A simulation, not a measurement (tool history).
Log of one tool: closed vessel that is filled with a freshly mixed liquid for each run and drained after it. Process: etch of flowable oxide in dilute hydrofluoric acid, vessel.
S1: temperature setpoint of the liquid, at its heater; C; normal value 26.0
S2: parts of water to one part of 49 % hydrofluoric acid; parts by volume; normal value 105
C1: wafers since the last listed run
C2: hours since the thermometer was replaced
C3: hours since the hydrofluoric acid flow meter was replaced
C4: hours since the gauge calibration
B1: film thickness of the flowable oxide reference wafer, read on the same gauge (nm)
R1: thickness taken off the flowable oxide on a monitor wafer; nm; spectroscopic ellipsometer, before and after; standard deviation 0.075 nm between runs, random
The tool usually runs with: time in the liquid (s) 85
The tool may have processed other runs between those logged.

{"run": 1, "hour": 0.0, "S1": 26.0, "S2": 105, "time in the liquid (s)": 45, "C1": 0, "C2": 2393.3, "C3": 1610.7, "C4": 30.6, "B1": 60.0, "R1": 25.27}
{"run": 2, "hour": 16.3, "S1": 26.0, "S2": 105, "time in the liquid (s)": 45, "C1": 1023, "C2": 2409.6, "C3": 1627.0, "C4": 46.9, "B1": 60.0, "R1": 25.4}
{"run": 3, "hour": 26.8, "S1": 26.0, "S2": 105, "time in the liquid (s)": 45, "C1": 659, "C2": 2420.1, "C3": 1637.5, "C4": 57.4, "B1": 59.98, "R1": 25.33}
{"run": 4, "hour": 38.5, "S1": 28.0, "S2": 105, "time in the liquid (s)": 85, "C1": 734, "C2": 2431.8, "C3": 1649.2, "C4": 69.1, "B1": 60.0, "R1": 51.71}
{"run": 5, "hour": 69.7, "S1": 26.0, "S2": 105, "time in the liquid (s)": 85, "C1": 1959, "C2": 2463.0, "C3": 1680.4, "C4": 100.3, "B1": 60.0, "R1": 48.14}
{"run": 6, "hour": 79.5, "S1": 26.0, "S2": 105, "time in the liquid (s)": 85, "C1": 615, "C2": 2472.8, "C3": 1690.2, "C4": 110.1, "B1": 60.0, "R1": 48.16}
{"hour": 84.5, "done": "thermometer replaced"}
{"run": 7, "hour": 94.7, "S1": 26.0, "S2": 105, "time in the liquid (s)": 85, "C1": 892, "C2": 10.2, "C3": 1705.4, "C4": 125.3, "B1": 60.02, "R1": 43.78}
{"run": 8, "hour": 104.7, "S1": 26.0, "S2": 105, "time in the liquid (s)": 85, "C1": 628, "C2": 20.2, "C3": 1715.4, "C4": 135.3, "B1": 60.01, "R1": 43.68}
{"run": 9, "hour": 113.1, "S1": 26.0, "S2": 105, "time in the liquid (s)": 85, "C1": 527, "C2": 28.6, "C3": 1723.8, "C4": 143.7, "B1": 59.98, "R1": 43.87}
{"run": 10, "hour": 127.6, "S1": 26.0, "S2": 105, "time in the liquid (s)": 85, "C1": 910, "C2": 43.1, "C3": 1738.3, "C4": 158.2, "B1": 60.02, "R1": 44.08}
{"hour": 136.9, "done": "hydrofluoric acid flow meter replaced"}
{"run": 11, "hour": 140.5, "S1": 31.0, "S2": 70, "time in the liquid (s)": 120, "C1": 747, "C2": 56.0, "C3": 3.6, "C4": 171.1, "B1": 59.99, "R1": 103.37}
{"run": 12, "hour": 147.7, "S1": 23.0, "S2": 155, "time in the liquid (s)": 55, "C1": 452, "C2": 63.2, "C3": 10.8, "C4": 178.3, "B1": 60.01, "R1": 14.2}
{"run": 13, "hour": 160.2, "S1": 29.5, "S2": 75, "time in the liquid (s)": 85, "C1": 785, "C2": 75.7, "C3": 23.3, "C4": 190.8, "B1": 59.97, "R1": 64.55}
{"hour": 160.3, "done": "gauge calibrated"}
{"run": 14, "hour": 172.1, "S1": 23.0, "S2": 90, "time in the liquid (s)": 125, "C1": 747, "C2": 87.6, "C3": 35.2, "C4": 11.8, "B1": 60.01, "R1": 59.86}
{"run": 15, "hour": 189.7, "S1": 29.5, "S2": 70, "time in the liquid (s)": 100, "C1": 1105, "C2": 105.2, "C3": 52.8, "C4": 29.4, "B1": 60.0, "R1": 82.46}
{"run": 16, "hour": 198.0, "S1": 27.5, "S2": 105, "time in the liquid (s)": 85, "C1": 521, "C2": 113.5, "C3": 61.1, "C4": 37.7, "B1": 59.96, "R1": 41.1}
{"run": 17, "hour": 214.9, "S1": 24.5, "S2": 105, "time in the liquid (s)": 130, "C1": 1061, "C2": 130.4, "C3": 78.0, "C4": 54.6, "B1": 59.98, "R1": 56.12}

Forecast each of these 3 alternatives for the next run:
{"run": "A", "hour": 215.6, "S1": 26.0, "S2": 105, "time in the liquid (s)": 85, "C1": 43, "C2": 131.1, "C3": 78.7, "C4": 55.3, "B1": "?", "R1": "?"}
{"run": "B", "hour": 215.6, "S1": 24.0, "S2": 105, "time in the liquid (s)": 85, "C1": 43, "C2": 131.1, "C3": 78.7, "C4": 55.3, "B1": "?", "R1": "?"}
{"run": "C", "hour": 215.6, "S1": 26.0, "S2": 135, "time in the liquid (s)": 65, "C1": 43, "C2": 131.1, "C3": 78.7, "C4": 55.3, "B1": "?", "R1": "?"}

run=A B1=59.99 R1=38.82
run=B B1=59.99 R1=35.91
run=C B1=59.99 R1=22.24
Without the tool's unlogged condition, the same runs would have read:
run=A R1=37.58
run=B R1=34.76
run=C R1=21.53

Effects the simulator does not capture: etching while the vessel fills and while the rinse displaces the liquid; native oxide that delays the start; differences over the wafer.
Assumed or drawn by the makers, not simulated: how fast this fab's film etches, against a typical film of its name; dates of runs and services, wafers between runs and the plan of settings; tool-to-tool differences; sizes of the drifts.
